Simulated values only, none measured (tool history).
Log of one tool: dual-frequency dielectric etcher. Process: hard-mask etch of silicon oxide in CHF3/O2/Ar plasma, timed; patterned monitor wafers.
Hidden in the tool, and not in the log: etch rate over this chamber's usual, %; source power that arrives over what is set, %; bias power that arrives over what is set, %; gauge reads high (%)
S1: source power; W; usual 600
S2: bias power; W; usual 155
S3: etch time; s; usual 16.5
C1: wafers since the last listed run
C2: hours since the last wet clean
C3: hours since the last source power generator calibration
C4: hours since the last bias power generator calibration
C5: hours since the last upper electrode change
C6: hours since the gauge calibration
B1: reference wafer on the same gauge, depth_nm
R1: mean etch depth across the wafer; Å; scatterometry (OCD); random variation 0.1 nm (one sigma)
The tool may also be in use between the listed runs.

| run | hour | S1 | S2 | S3 | C1 | C2 | C3 | C4 | C5 | C6 | B1 | R1 |
|---|---|---|---|---|---|---|---|---|---|---|---|---|
| 1 | 0 | 490 | 155 | 16.5 | 0 | 87.5 | 686.5 | 1132.1 | 1910.3 | 411.9 | 29.83 | 337.4 |
| 2 | 39.4 | 720 | 155 | 16.5 | 574 | 126.9 | 725.9 | 1171.5 | 1949.7 | 451.3 | 29.78 | 390.3 |
| 3 | 246.1 | 720 | 155 | 16.5 | 3013 | 333.6 | 932.6 | 1378.2 | 2156.4 | 658 | 29.78 | 386.4 |
| 4 | 285.6 | 600 | 155 | 13 | 575 | 373.1 | 972.1 | 1417.7 | 2195.9 | 697.5 | 29.82 | 283.3 |
| 5 | 355.6 | 600 | 155 | 13 | 1020 | 443.1 | 1042.1 | 1487.7 | 2265.9 | 767.5 | 29.82 | 282.3 |
| 6 | 388.2 | 600 | 155 | 13 | 475 | 475.7 | 1074.7 | 1520.3 | 2298.5 | 800.1 | 29.86 | 283.4 |
| 7 | 453.3 | 600 | 155 | 16.5 | 949 | 540.8 | 1139.8 | 1585.4 | 2363.6 | 865.2 | 29.77 | 361.3 |
| 8 | 480.6 | 600 | 155 | 16.5 | 397 | 568.1 | 1167.1 | 1612.7 | 2390.9 | 892.5 | 29.82 | 359.2 |
|  | 509.7 | bias power generator calibrated |
| 9 | 537.8 | 560 | 155 | 16.5 | 775 | 625.3 | 1224.3 | 28.1 | 2448.1 | 949.7 | 29.79 | 343.2 |
|  | 569.4 | wet clean of the chamber |
|  | 570.7 | upper electrode replaced |
| 10 | 572.5 | 560 | 155 | 16.5 | 137 | 3.1 | 1259 | 62.8 | 1.8 | 984.4 | 29.79 | 352 |
| 11 | 633.9 | 560 | 155 | 16.5 | 895 | 64.5 | 1320.4 | 124.2 | 63.2 | 1045.8 | 29.8 | 352.2 |
| 12 | 661.1 | 600 | 155 | 17.5 | 396 | 91.7 | 1347.6 | 151.4 | 90.4 | 1073 | 29.77 | 382.2 |
|  | 663.5 | gauge calibrated |
| 13 | 702 | 600 | 155 | 16.5 | 596 | 132.6 | 1388.5 | 192.3 | 131.3 | 38.5 | 29.82 | 359.2 |
| 14 | 726.7 | 600 | 155 | 16.5 | 360 | 157.3 | 1413.2 | 217 | 156 | 63.2 | 29.79 | 359.8 |
| 15 | 785.8 | 600 | 155 | 16.5 | 861 | 216.4 | 1472.3 | 276.1 | 215.1 | 122.3 | 29.75 | 360.5 |
| 16 | 835.2 | 490 | 140 | 12 | 720 | 265.8 | 1521.7 | 325.5 | 264.5 | 171.7 | 29.81 | 233.2 |
| 17 | 906.8 | 600 | 155 | 16.5 | 1043 | 337.4 | 1593.3 | 397.1 | 336.1 | 243.3 | 29.82 | 357.3 |
| 18 | 964.2 | 550 | 190 | 20 | 836 | 394.8 | 1650.7 | 454.5 | 393.5 | 300.7 | 29.79 | 442.9 |
| 19 | 1022 | 600 | 155 | 16.5 | 842 | 452.6 | 1708.5 | 512.3 | 451.3 | 358.5 | 29.84 | 355.7 |
| 20 | 1073.6 | 700 | 173 | 18 | 752 | 504.2 | 1760.1 | 563.9 | 502.9 | 410.1 | 29.77 | 425.2 |
|  | 1103.3 | source power generator calibrated |
| 21 | 1103.8 | 710 | 130 | 13.5 | 381 | 534.4 | 0.5 | 594.1 | 533.1 | 440.3 | 29.82 | 295.6 |
| 22 | 1129.6 | 600 | 155 | 19.5 | 376 | 560.2 | 26.3 | 619.9 | 558.9 | 466.1 | 29.78 | 417.9 |
|  | 1172.3 | wet clean of the chamber |
| 23 | 1308.2 | 540 | 155 | 20.5 | 2253 | 135.9 | 204.9 | 798.5 | 737.5 | 644.7 | 29.82 | 433.7 |
| 24 | 1379.4 | 740 | 155 | 16.5 | 1037 | 207.1 | 276.1 | 869.7 | 808.7 | 715.9 | 29.82 | 392.7 |

3 ways to go on from here, each from the tool as it stands after run 24. What would each give?
| A | 1379.8 | 600 | 190 | 16.5 | 5 | 207.5 | 276.5 | 870.1 | 809.1 | 716.3 | ? | ? |
| B | 1379.8 | 660 | 155 | 18 | 5 | 207.5 | 276.5 | 870.1 | 809.1 | 716.3 | ? | ? |
| C | 1379.8 | 540 | 179 | 14 | 5 | 207.5 | 276.5 | 870.1 | 809.1 | 716.3 | ? | ? |

| run | B1 | R1 |
|---|---|---|
| A | 29.82 | 385 |
| B | 29.82 | 411.3 |
| C | 29.82 | 308.2 |
Without the tool's hidden state the same runs would have given:
| run | R1 |
|---|---|
| A | 384.9 |
| B | 411.2 |
| C | 308.1 |

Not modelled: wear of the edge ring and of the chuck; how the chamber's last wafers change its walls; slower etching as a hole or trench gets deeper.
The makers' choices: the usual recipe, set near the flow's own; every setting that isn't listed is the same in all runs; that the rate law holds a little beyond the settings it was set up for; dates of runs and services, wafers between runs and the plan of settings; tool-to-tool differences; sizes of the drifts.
